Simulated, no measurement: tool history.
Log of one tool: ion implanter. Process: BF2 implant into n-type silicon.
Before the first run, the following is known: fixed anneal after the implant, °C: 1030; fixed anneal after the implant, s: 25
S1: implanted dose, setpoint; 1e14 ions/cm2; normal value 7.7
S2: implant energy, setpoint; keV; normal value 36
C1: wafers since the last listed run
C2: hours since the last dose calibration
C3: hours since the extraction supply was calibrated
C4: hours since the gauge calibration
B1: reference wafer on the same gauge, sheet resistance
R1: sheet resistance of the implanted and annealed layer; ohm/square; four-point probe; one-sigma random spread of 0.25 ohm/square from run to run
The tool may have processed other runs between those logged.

run	day	S1	S2	C1	C2	C3	C4	B1	R1
1	0	7.7	29.5	0	1128.7	3531.4	250.7	137.98	180.05
2	1.2	7.14	43	395	1157.5	3560.2	279.5	137.98	181.66
3	3.108	7.14	43	628	1203.3	3606	325.3	138.06	181.53
4	5.796	7.14	43	885	1267.8	3670.5	389.8	138.03	180.94
5	7.404	7.7	36	529	1306.4	3709.1	428.4	138.1	174.12
6	9.146	7.7	30.5	573	1348.2	3750.9	470.2	138.06	178.92
7	10.392	7.7	30.5	410	1378.1	3780.8	500.1	138.05	178.67
# day 11.538: gauge calibrated
8	12.258	7.7	30.5	614	1422.9	3825.6	17.3	138	178.37
9	13.608	7.7	36	444	1455.3	3858	49.7	138.06	173.94
# day 15.717: extraction supply calibrated
10	15.867	7.7	36	634	1509.5	3.6	103.9	138.02	174.16
# day 16.821: Faraday cup replaced and dose calibrated
11	18.062	7.7	44.5	613	29.8	56.3	156.6	138.03	162.94
12	20.333	9.22	40.5	748	84.3	110.8	211.1	137.97	143.83
13	21.946	7.7	36	531	123	149.5	249.8	138.11	168.88
14	23.979	8.36	42	669	171.8	198.3	298.6	137.97	154.91

Run 15 is up next; what results do you expect?
15	26.542	9.62	25	844	233.3	259.8	360.1	?	?

B1: 138.05
R1: 156.11 ohm/square
With no hidden state in the tool, this same run would have given R1 155.37 ohm/square.
